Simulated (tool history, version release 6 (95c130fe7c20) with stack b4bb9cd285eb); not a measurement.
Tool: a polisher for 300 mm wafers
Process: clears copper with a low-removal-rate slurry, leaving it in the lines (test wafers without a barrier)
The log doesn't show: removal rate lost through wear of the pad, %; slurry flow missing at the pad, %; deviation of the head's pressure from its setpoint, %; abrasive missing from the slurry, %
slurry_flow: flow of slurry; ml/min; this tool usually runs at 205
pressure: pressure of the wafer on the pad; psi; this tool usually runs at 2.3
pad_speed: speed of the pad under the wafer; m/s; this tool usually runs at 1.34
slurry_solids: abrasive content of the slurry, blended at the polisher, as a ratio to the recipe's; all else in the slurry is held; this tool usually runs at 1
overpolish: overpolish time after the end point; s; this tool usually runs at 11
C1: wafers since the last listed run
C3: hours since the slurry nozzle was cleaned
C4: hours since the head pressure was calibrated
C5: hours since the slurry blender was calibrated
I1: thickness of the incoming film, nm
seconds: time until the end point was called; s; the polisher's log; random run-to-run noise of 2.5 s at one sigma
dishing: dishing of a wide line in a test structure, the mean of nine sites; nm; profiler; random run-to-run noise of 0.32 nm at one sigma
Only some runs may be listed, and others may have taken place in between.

Run 1, hour 0: usual settings but slurry_flow 155 ml/min; C1 0; wafers polished on this pad 19; C3 397.6; C4 781.4; C5 166.6; I1 469.8. Result: seconds 152.6 s, dishing 20.4 nm.
Run 2, hour 14.5: usual settings but pressure 2.1 psi; C1 90; wafers polished on this pad 109; C3 412.1; C4 795.9; C5 181.1; I1 476.3. Result: seconds 157.9 s, dishing 19.2 nm.
Run 3, hour 25.9: usual settings but pressure 2.1 psi; C1 71; wafers polished on this pad 180; C3 423.5; C4 807.3; C5 192.5; I1 473.3. Result: seconds 156.1 s, dishing 19.8 nm.
Run 4, hour 32.9: usual settings; C1 43; wafers polished on this pad 224; C3 430.5; C4 814.3; C5 199.5; I1 473.5. Result: seconds 148.2 s, dishing 20.7 nm.
Run 5, hour 48.9: usual settings; C1 99; wafers polished on this pad 324; C3 446.5; C4 830.3; C5 215.5; I1 473.9. Result: seconds 148.2 s, dishing 21.1 nm.
At hour 52: slurry nozzle cleaned.
Run 6, hour 56.8: usual settings; C1 43; wafers polished on this pad 367; C3 4.8; C4 838.2; C5 223.4; I1 462.9. Result: seconds 137.4 s, dishing 20.7 nm.
Run 7, hour 63.7: usual settings; C1 43; wafers polished on this pad 410; C3 11.7; C4 845.1; C5 230.3; I1 473.1. Result: seconds 148.8 s, dishing 21 nm.
At hour 72.4: slurry blender recalibrated.
Run 8, hour 81: usual settings but slurry_solids 0.9; C1 95; wafers polished on this pad 506; C3 29; C4 862.4; C5 8.6; I1 474.9. Result: seconds 151 s, dishing 19.8 nm.
Run 9, hour 98.5: usual settings; C1 109; wafers polished on this pad 615; C3 46.5; C4 879.9; C5 26.1; I1 476. Result: seconds 155.1 s, dishing 21.1 nm.
Run 10, hour 111.5: usual settings; C1 81; wafers polished on this pad 696; C3 59.5; C4 892.9; C5 39.1; I1 469.7. Result: seconds 153.1 s, dishing 20.6 nm.
Run 11, hour 121.5: usual settings; C1 62; wafers polished on this pad 758; C3 69.5; C4 902.9; C5 49.1; I1 480.4. Result: seconds 156.9 s, dishing 20 nm.
At hour 135.5: worn pad replaced by a new one, of another model than before.
Run 12, hour 136: usual settings but slurry_flow 225 ml/min, slurry_solids 0.75; C1 65; wafers polished on this pad 3; C3 84; C4 917.4; C5 63.6; I1 475.6. Result: seconds 151.8 s, dishing 20.6 nm.
At hour 139.5: head pressure recalibrated.
Run 13, hour 150.6: usual settings but pressure 2.6 psi, slurry_solids 0.7, overpolish 7 s; C1 78; wafers polished on this pad 82; C3 98.6; C4 11.1; C5 78.2; I1 477.2. Result: seconds 150.8 s, dishing 14.8 nm.
Run 14, hour 164.2: usual settings but pad_speed 1.6 m/s, overpolish 7 s; C1 84; wafers polished on this pad 166; C3 112.2; C4 24.7; C5 91.8; I1 469. Result: seconds 127.8 s, dishing 17 nm.
Run 15, hour 180.8: usual settings but pressure 2.9 psi, slurry_solids 1.25; C1 103; wafers polished on this pad 270; C3 128.8; C4 41.3; C5 108.4; I1 461.9. Result: seconds 123.9 s, dishing 24.1 nm.
Run 16, hour 188: usual settings but slurry_flow 180 ml/min, pad_speed 1.16 m/s, overpolish 13 s; C1 44; wafers polished on this pad 315; C3 136; C4 48.5; C5 115.6; I1 465.3. Result: seconds 162.1 s, dishing 21.9 nm.
Run 17, hour 232: usual settings but pressure 2.8 psi, slurry_solids 0.8, overpolish 9 s; C1 274; wafers polished on this pad 590; C3 180; C4 92.5; C5 159.6; I1 470.5. Result: seconds 143.4 s, dishing 18.4 nm.
Run 18, hour 246: usual settings but slurry_flow 160 ml/min, pressure 2.8 psi, slurry_solids 0.75, overpolish 8 s; C1 87; wafers polished on this pad 677; C3 194; C4 106.5; C5 173.6; I1 468.4. Result: seconds 152.2 s, dishing 16 nm.
Run 19, hour 252.6: usual settings but slurry_flow 140 ml/min, pressure 2 psi, pad_speed 1.68 m/s, overpolish 18 s; C1 41; wafers polished on this pad 718; C3 200.6; C4 113.1; C5 180.2; I1 464.3. Result: seconds 155.9 s, dishing 28 nm.
Run 20, hour 263.3: usual settings but slurry_flow 165 ml/min, pressure 1.7 psi, slurry_solids 0.75, overpolish 7 s; C1 66; wafers polished on this pad 785; C3 211.3; C4 123.8; C5 190.9; I1 465.9. Result: seconds 202.9 s, dishing 10.9 nm.
Run 21, hour 272: usual settings but pressure 2 psi, pad_speed 1.08 m/s, slurry_solids 0.9; C1 54; wafers polished on this pad 839; C3 220; C4 132.5; C5 199.6; I1 471.4. Result: seconds 196.3 s, dishing 16.2 nm.
At hour 277.3: worn pad replaced by a new one.
Run 22, hour 282.7: usual settings but slurry_flow 260 ml/min, slurry_solids 0.9; C1 41; wafers polished on this pad 33; C3 230.7; C4 143.2; C5 210.3; I1 471.4. Result: seconds 147.6 s, dishing 21.4 nm.
At hour 288.6: slurry blender recalibrated.
Run 23, hour 323.8: usual settings but pressure 2.7 psi; C1 244; wafers polished on this pad 277; C3 271.8; C4 184.3; C5 35.2; I1 472.6. Result: seconds 138.5 s, dishing 22.8 nm.
Run 24, hour 337.8: usual settings but pressure 2.7 psi; C1 87; wafers polished on this pad 365; C3 285.8; C4 198.3; C5 49.2; I1 477. Result: seconds 134.4 s, dishing 22.4 nm.
Run 25, hour 353: usual settings but slurry_flow 255 ml/min, pad_speed 1.74 m/s, slurry_solids 0.85, overpolish 15 s; C1 94; wafers polished on this pad 460; C3 301; C4 213.5; C5 64.4; I1 470.9. Result: seconds 119 s, dishing 29.5 nm.
Run 26, hour 393.4: usual settings; C1 252; wafers polished on this pad 712; C3 341.4; C4 253.9; C5 104.8; I1 468.2. Result: seconds 152.9 s, dishing 20 nm.
Run 27, hour 401.4: usual settings but slurry_flow 165 ml/min, pressure 1.6 psi, pad_speed 0.94 m/s, overpolish 5 s; C1 49; wafers polished on this pad 762; C3 349.4; C4 261.9; C5 112.8; I1 466.5. Result: seconds 247.3 s, dishing 6.9 nm.
Run 28, hour 415.7: usual settings; C1 89; wafers polished on this pad 851; C3 363.7; C4 276.2; C5 127.1; I1 479.9. Result: seconds 163.9 s, dishing 19.8 nm.
At hour 425.2: worn pad replaced by a new one.
Run 29, hour 433.4: usual settings but pressure 1.9 psi; C1 85; wafers polished on this pad 50; C3 381.4; C4 293.9; C5 144.8; I1 470.4. Result: seconds 160.2 s, dishing 20 nm.

Selected run-to-run steps in seconds, each split into two signed amounts: the part the tool would show with no hidden state at all (from settings, incoming material and random variation), and the remainder, which goes to the hidden state together with any gauge scatter not common to the measured and the hidden-state-free results:
Run 21 -> 22: slurry_flow 205 -> 260, pressure 2 -> 2.3, pad_speed 1.08 -> 1.34, worn pad replaced by a new one. seconds -48.7 s: hidden state -14.3, all else -34.4.
Run 26 -> 27: slurry_flow 205 -> 165, pressure 2.3 -> 1.6, pad_speed 1.34 -> 0.94, overpolish 11 -> 5. seconds +94.4 s: hidden state +8.9, all else +85.5.
Run 27 -> 28: slurry_flow 165 -> 205, pressure 1.6 -> 2.3, pad_speed 0.94 -> 1.34, overpolish 5 -> 11. seconds -83.4 s: hidden state -4.3, all else -79.1.
Run 28 -> 29: pressure 2.3 -> 1.9, worn pad replaced by a new one. seconds -3.7 s: hidden state -13.8, all else +10.1.
